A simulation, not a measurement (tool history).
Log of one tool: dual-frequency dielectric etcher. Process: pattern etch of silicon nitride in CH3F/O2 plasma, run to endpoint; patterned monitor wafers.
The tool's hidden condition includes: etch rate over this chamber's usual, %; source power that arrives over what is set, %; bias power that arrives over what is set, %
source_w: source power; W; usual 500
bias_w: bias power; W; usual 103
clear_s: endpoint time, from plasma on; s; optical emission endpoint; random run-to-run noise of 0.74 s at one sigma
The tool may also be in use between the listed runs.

run,hour,source_w,bias_w,wafers since the last listed run,hours since the last wet clean,hours since the last source power generator calibration,hours since the last bias power generator calibration,hours since the last upper electrode change,"incoming incoming film thickness, nm",clear_s
1,0.0,500,103,0,395.8,1629.7,1409.3,4285.5,107.6,92.2
2,31.9,500,103,287,427.7,1661.6,1441.2,4317.4,107.2,92.3
3,51.8,500,103,179,447.6,1681.5,1461.1,4337.3,106.8,91.8
4,84.7,500,103,296,480.5,1714.4,1494.0,4370.2,106.0,90.7
5,101.4,500,103,150,497.2,1731.1,1510.7,4386.9,107.1,90.7
6,117.8,500,103,147,513.6,1747.5,1527.1,4403.3,107.3,92.6
7,131.9,500,103,127,527.7,1761.6,1541.2,4417.4,107.4,92.3
8,163.1,500,103,281,558.9,1792.8,1572.4,4448.6,108.1,91.8
9,186.2,500,103,208,582.0,1815.9,1595.5,4471.7,107.4,92.3
# hour 227.1: wet clean of the chamber
10,227.6,500,103,156,0.5,1857.3,1636.9,4513.1,107.5,92.1
11,233.0,500,103,48,5.9,1862.7,1642.3,4518.5,106.8,92.2
12,266.9,430,103,305,39.8,1896.6,1676.2,4552.4,108.4,99.1
# hour 293.5: upper electrode replaced
13,294.0,560,103,27,66.9,1923.7,1703.3,0.5,106.1,85.3
14,296.4,580,111,21,69.3,1926.1,1705.7,2.9,107.3,84.5
15,328.5,500,119,289,101.4,1958.2,1737.8,35.0,107.3,88.2
16,343.2,600,103,132,116.1,1972.9,1752.5,49.7,106.5,84.4
# hour 367.6: bias power generator calibrated
17,374.9,500,103,249,147.8,2004.6,7.3,81.4,108.1,92.1
18,402.2,500,84,246,175.1,2031.9,34.6,108.7,106.8,96.0
19,417.4,460,115,136,190.3,2047.1,49.8,123.9,107.0,91.1
20,451.6,500,103,308,224.5,2081.3,84.0,158.1,106.9,93.1
21,481.4,600,124,268,254.3,2111.1,113.8,187.9,106.8,79.8
22,509.9,500,103,256,282.8,2139.6,142.3,216.4,106.0,90.0
23,538.4,470,114,256,311.3,2168.1,170.8,244.9,107.0,91.3
24,556.1,420,103,159,329.0,2185.8,188.5,262.6,108.0,99.1
# hour 564.4: source power generator calibrated
25,581.1,460,90,189,354.0,16.7,213.5,287.6,107.0,98.1
26,609.4,400,118,255,382.3,45.0,241.8,315.9,107.3,96.7
27,634.4,410,96,225,407.3,70.0,266.8,340.9,107.5,101.3
28,667.8,500,119,301,440.7,103.4,300.2,374.3,107.9,88.9
29,702.9,500,103,316,475.8,138.5,335.3,409.4,106.5,89.5
30,719.7,440,79,151,492.6,155.3,352.1,426.2,106.4,101.3
31,744.6,550,103,224,517.5,180.2,377.0,451.1,107.1,88.7
32,757.3,500,82,114,530.2,192.9,389.7,463.8,107.3,96.5
# hour 803.7: wet clean of the chamber
33,804.2,500,103,206,0.5,239.8,436.6,510.7,106.4,90.8
34,815.3,500,103,100,11.6,250.9,447.7,521.8,105.9,91.2

Below are 5 alternative next runs, each starting from the tool's condition after run 34. Predict each:
A,815.8,500,103,4,12.1,251.4,448.2,522.3,107.0,?
B,815.8,580,90,4,12.1,251.4,448.2,522.3,107.0,?
C,815.8,400,80,4,12.1,251.4,448.2,522.3,107.0,?
D,815.8,560,90,4,12.1,251.4,448.2,522.3,107.0,?
E,815.8,530,79,4,12.1,251.4,448.2,522.3,107.0,?

run,clear_s
A,91.2
B,88.8
C,106.1
D,90.1
E,94.8
Had the tool no hidden state, the same runs would have come out as:
run,clear_s
A,91.2
B,88.8
C,106.1
D,90.1
E,94.8
